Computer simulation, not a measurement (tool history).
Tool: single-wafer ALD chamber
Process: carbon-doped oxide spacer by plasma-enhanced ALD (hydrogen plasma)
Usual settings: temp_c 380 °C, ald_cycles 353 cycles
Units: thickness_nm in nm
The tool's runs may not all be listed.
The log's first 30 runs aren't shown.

| run | hour | temp_c | ald_cycles | wafers since the last listed run | hours since the last thermocouple change | hours since the gauge calibration | read-back reference wafer on the same gauge, thickness_nm | thickness_nm |
|---|---|---|---|---|---|---|---|---|
| 31 | 356.1 | 380 | 353 | 6 | 134.2 | 19.6 | 17.035 | 15.966 |
| 32 | 364.6 | 380 | 353 | 7 | 142.7 | 28.1 | 17.031 | 15.975 |
| 33 | 374.7 | 392 | 353 | 9 | 152.8 | 38.2 | 17.044 | 15.962 |
| 34 | 382.5 | 389 | 388 | 7 | 160.6 | 46 | 17.049 | 17.591 |
| 35 | 396.9 | 380 | 353 | 13 | 175 | 60.4 | 17.055 | 15.982 |
| 36 | 410.2 | 380 | 375 | 12 | 188.3 | 73.7 | 17.057 | 16.943 |
| 37 | 446.3 | 380 | 296 | 32 | 224.4 | 109.8 | 17.079 | 13.385 |
| 38 | 459.5 | 368 | 381 | 11 | 237.6 | 123 | 17.092 | 17.264 |
| 39 | 477.2 | 385 | 375 | 16 | 255.3 | 140.7 | 17.097 | 16.995 |
| 40 | 484.1 | 380 | 353 | 6 | 262.2 | 147.6 | 17.105 | 16.02 |
| 41 | 495.4 | 371 | 407 | 10 | 273.5 | 158.9 | 17.11 | 18.533 |
| 42 | 512.7 | 385 | 299 | 15 | 290.8 | 176.2 | 17.121 | 13.545 |
| 43 | 521.7 | 366 | 299 | 8 | 299.8 | 185.2 | 17.128 | 13.555 |
| 44 | 557.9 | 388 | 321 | 32 | 336 | 221.4 | 17.141 | 14.582 |
| 45 | 572.4 | 384 | 399 | 13 | 350.5 | 235.9 | 17.152 | 18.085 |
| 46 | 578.8 | 388 | 416 | 5 | 356.9 | 242.3 | 17.159 | 18.901 |

5 ways to go on from here, each from the tool as it stands after run 46. What would each give?
| A | 579.7 | 380 | 353 | 0 | 357.8 | 243.2 | ? | ? |
| B | 579.7 | 375 | 353 | 0 | 357.8 | 243.2 | ? | ? |
| C | 579.7 | 372 | 353 | 0 | 357.8 | 243.2 | ? | ? |
| D | 579.7 | 394 | 283 | 0 | 357.8 | 243.2 | ? | ? |
| E | 579.7 | 390 | 353 | 0 | 357.8 | 243.2 | ? | ? |

| run | read-back reference wafer on the same gauge, thickness_nm | thickness_nm |
|---|---|---|
| A | 17.153 | 16.066 |
| B | 17.153 | 16.066 |
| C | 17.153 | 16.066 |
| D | 17.153 | 12.88 |
| E | 17.153 | 16.066 |
Without the tool's hidden state the same runs would have given:
| run | thickness_nm |
|---|---|
| A | 15.922 |
| B | 15.922 |
| C | 15.922 |
| D | 12.765 |
| E | 15.922 |
